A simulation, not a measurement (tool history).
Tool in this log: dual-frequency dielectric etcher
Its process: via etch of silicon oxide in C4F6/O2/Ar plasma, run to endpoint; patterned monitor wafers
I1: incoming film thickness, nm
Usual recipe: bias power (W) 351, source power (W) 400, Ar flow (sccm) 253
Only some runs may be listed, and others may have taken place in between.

run 1 hour=0.0 | bias_power_(W)=311 source_power_(W)=460 Ar_flow_(sccm)=253 | I1=130.5 | endpoint_time_(s)=33.0
run 2 hour=66.8 | bias_power_(W)=311 source_power_(W)=460 Ar_flow_(sccm)=253 | I1=130.6 | endpoint_time_(s)=33.3
run 3 hour=308.1 | bias_power_(W)=311 source_power_(W)=460 Ar_flow_(sccm)=253 | I1=129.6 | endpoint_time_(s)=32.4
run 4 hour=377.0 | bias_power_(W)=351 source_power_(W)=400 Ar_flow_(sccm)=253 | I1=130.1 | endpoint_time_(s)=33.2
run 5 hour=483.7 | bias_power_(W)=351 source_power_(W)=400 Ar_flow_(sccm)=253 | I1=128.6 | endpoint_time_(s)=35.0
run 6 hour=574.5 | bias_power_(W)=351 source_power_(W)=400 Ar_flow_(sccm)=253 | I1=130.2 | endpoint_time_(s)=35.2
run 7 hour=671.6 | bias_power_(W)=313 source_power_(W)=400 Ar_flow_(sccm)=253 | I1=129.8 | endpoint_time_(s)=36.6
run 8 hour=709.6 | bias_power_(W)=351 source_power_(W)=470 Ar_flow_(sccm)=253 | I1=130.8 | endpoint_time_(s)=31.8
run 9 hour=761.4 | bias_power_(W)=351 source_power_(W)=400 Ar_flow_(sccm)=282 | I1=128.3 | endpoint_time_(s)=34.5
run 10 hour=845.5 | bias_power_(W)=351 source_power_(W)=400 Ar_flow_(sccm)=282 | I1=128.5 | endpoint_time_(s)=33.9
run 11 hour=926.1 | bias_power_(W)=351 source_power_(W)=400 Ar_flow_(sccm)=282 | I1=130.4 | endpoint_time_(s)=34.5
run 12 hour=1014.6 | bias_power_(W)=351 source_power_(W)=400 Ar_flow_(sccm)=253 | I1=129.1 | endpoint_time_(s)=33.4
run 13 hour=1090.1 | bias_power_(W)=351 source_power_(W)=400 Ar_flow_(sccm)=253 | I1=129.9 | endpoint_time_(s)=33.6
run 14 hour=1410.2 | bias_power_(W)=407 source_power_(W)=470 Ar_flow_(sccm)=209 | I1=130.7 | endpoint_time_(s)=28.8
run 15 hour=1454.8 | bias_power_(W)=424 source_power_(W)=400 Ar_flow_(sccm)=253 | I1=130.6 | endpoint_time_(s)=31.4
run 16 hour=1712.2 | bias_power_(W)=351 source_power_(W)=400 Ar_flow_(sccm)=191 | I1=130.8 | endpoint_time_(s)=32.7
run 17 hour=1812.5 | bias_power_(W)=401 source_power_(W)=450 Ar_flow_(sccm)=253 | I1=130.7 | endpoint_time_(s)=29.5
run 18 hour=1919.1 | bias_power_(W)=351 source_power_(W)=400 Ar_flow_(sccm)=253 | I1=129.1 | endpoint_time_(s)=34.4
run 19 hour=1971.3 | bias_power_(W)=351 source_power_(W)=400 Ar_flow_(sccm)=236 | I1=130.8 | endpoint_time_(s)=34.5
run 20 hour=2027.2 | bias_power_(W)=351 source_power_(W)=400 Ar_flow_(sccm)=253 | I1=131.2 | endpoint_time_(s)=35.1
run 21 hour=2081.9 | bias_power_(W)=265 source_power_(W)=480 Ar_flow_(sccm)=253 | I1=130.7 | endpoint_time_(s)=36.0
run 22 hour=2176.0 | bias_power_(W)=351 source_power_(W)=400 Ar_flow_(sccm)=253 | I1=129.6 | endpoint_time_(s)=33.9
run 23 hour=2244.9 | bias_power_(W)=386 source_power_(W)=300 Ar_flow_(sccm)=253 | I1=130.2 | endpoint_time_(s)=38.8
run 24 hour=2295.4 | bias_power_(W)=351 source_power_(W)=400 Ar_flow_(sccm)=236 | I1=130.4 | endpoint_time_(s)=33.9
run 25 hour=2349.4 | bias_power_(W)=383 source_power_(W)=430 Ar_flow_(sccm)=278 | I1=130.6 | endpoint_time_(s)=32.0
run 26 hour=2646.5 | bias_power_(W)=351 source_power_(W)=400 Ar_flow_(sccm)=253 | I1=128.6 | endpoint_time_(s)=34.3
run 27 hour=2727.1 | bias_power_(W)=395 source_power_(W)=370 Ar_flow_(sccm)=276 | I1=130.7 | endpoint_time_(s)=35.0
run 28 hour=2777.5 | bias_power_(W)=434 source_power_(W)=400 Ar_flow_(sccm)=253 | I1=131.7 | endpoint_time_(s)=31.6
run 29 hour=2876.2 | bias_power_(W)=351 source_power_(W)=400 Ar_flow_(sccm)=236 | I1=130.1 | endpoint_time_(s)=33.8
run 30 hour=2915.2 | bias_power_(W)=417 source_power_(W)=310 Ar_flow_(sccm)=253 | I1=130.6 | endpoint_time_(s)=37.0

Withheld: 8 entries from between the runs. Position of each, and hidden state at the listed run before versus the listed run after:
Between runs 4 and 5: wet clean of the chamber (hour 411.1)
  etch rate over this chamber's usual, %: 5.97 -> -0.753
  measured less the result without the state, endpoint time (s): -2.0 -> +0.3
Between runs 10 and 11: upper electrode replaced (hour 882.3)
  etch rate over this chamber's usual, %: 1.91 -> 2.51
  measured less the result without the state, endpoint time (s): -0.7 -> -0.8
Between runs 11 and 12: Ar flow controller replaced (hour 973.3)
  etch rate over this chamber's usual, %: 2.51 -> 3.16
  measured less the result without the state, endpoint time (s): -0.8 -> -1.0
Between runs 13 and 14: wet clean of the chamber (hour 1125.3)
  etch rate over this chamber's usual, %: 3.72 -> 1.7
  measured less the result without the state, endpoint time (s): -1.3 -> -0.5
Between runs 15 and 16: bias power generator calibrated (hour 1522.4); source power generator calibrated (hour 1676.6)
  etch rate over this chamber's usual, %: 2.03 -> 3.93
  measured less the result without the state, endpoint time (s): -0.6 -> -1.3
Between runs 17 and 18: wet clean of the chamber (hour 1839.4)
  etch rate over this chamber's usual, %: 4.67 -> 0.367
  measured less the result without the state, endpoint time (s): -1.4 -> -0.1
Between runs 25 and 26: wet clean of the chamber (hour 2644.9)
  etch rate over this chamber's usual, %: 3.54 -> 0.669
  measured less the result without the state, endpoint time (s): -1.1 -> -0.3

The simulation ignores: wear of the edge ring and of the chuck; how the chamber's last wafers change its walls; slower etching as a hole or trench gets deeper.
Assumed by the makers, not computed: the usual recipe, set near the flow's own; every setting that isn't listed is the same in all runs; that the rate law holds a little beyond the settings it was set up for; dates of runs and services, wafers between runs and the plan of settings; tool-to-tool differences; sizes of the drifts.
